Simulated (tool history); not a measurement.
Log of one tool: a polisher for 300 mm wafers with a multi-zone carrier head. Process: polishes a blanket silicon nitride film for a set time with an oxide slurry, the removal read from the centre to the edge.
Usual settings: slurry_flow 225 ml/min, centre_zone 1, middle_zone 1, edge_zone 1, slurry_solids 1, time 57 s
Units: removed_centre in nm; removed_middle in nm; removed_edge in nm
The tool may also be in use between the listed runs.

run   hour  slurry_flow  centre_zone  middle_zone  edge_zone  slurry_solids  time  incoming thickness of the incoming film, nm  removed_centre  removed_middle  removed_edge
  1      0          225            1            1          1              1    57                                        601.5            49.7            49.9          50.6
  2   37.4          225            1            1          1              1    57                                        607.4            50.2            50.1          49.5
  3   65.9          225            1            1          1              1    57                                        612.6            50.8            49.6          49.7
  4  101.9          225            1         1.05          1              1    57                                        613.3            49.9            52.1          50.1
  5  149.9          225            1         1.05          1              1    57                                        619.3            51.6              53          49.2
  6  208.4          225         0.96            1          1              1    57                                        605.8            48.6            50.3          50.4
  7  254.4          265            1            1          1              1    57                                        612.8              52            50.8          49.1
  8  320.1          265            1            1          1              1    57                                          613              51            52.5          50.3
  9  370.8          225            1          0.9          1           1.15    57                                          606            55.8            50.1          53.7
 10  411.3          225            1            1          1              1    57                                        600.6            50.3              50          50.8
 11  444.1          225         1.07            1          1              1    57                                        608.4            53.5            49.9          49.4
 12  511.8          225            1            1          1           1.15    51                                        606.9            49.9            49.6          48.8
 13  669.4          225            1            1       0.94              1    39                                        611.3            34.9            35.2          32.6
 14  716.4          225            1            1          1              1    57                                        617.8            49.4            49.7          49.2
 15    777          225            1            1          1           1.15    57                                        618.6            54.2            55.2          53.2
 16  821.8          225            1            1          1              1    57                                        612.3            51.8            50.1          49.1
 17  889.9          225            1            1       1.08              1    57                                          611            50.7            50.2          52.5

Taken out of this log: 10 entries between the listed runs. Where each belongs, and how the hidden state differs across it:
Between runs 4 and 5: worn pad replaced by a new one (hour 120.2)
  no hidden state differs between the two runs
Between runs 7 and 8: slurry nozzle cleaned (hour 291.3); worn pad replaced by a new one (hour 319.6)
  no hidden state differs between the two runs
Between runs 8 and 9: centre zone pressure recalibrated (hour 341.7)
  no hidden state differs between the two runs
Between runs 9 and 10: carrier head's membrane replaced by a new one (hour 391.2)
  no hidden state differs between the two runs
Between runs 11 and 12: worn pad replaced by a new one (hour 507.6)
  no hidden state differs between the two runs
Between runs 12 and 13: slurry nozzle cleaned (hour 581.7)
  no hidden state differs between the two runs
Between runs 13 and 14: edge zone pressure recalibrated (hour 690.1); worn pad replaced by a new one (hour 711.2)
  no hidden state differs between the two runs
Between runs 15 and 16: centre zone pressure recalibrated (hour 785)
  no hidden state differs between the two runs
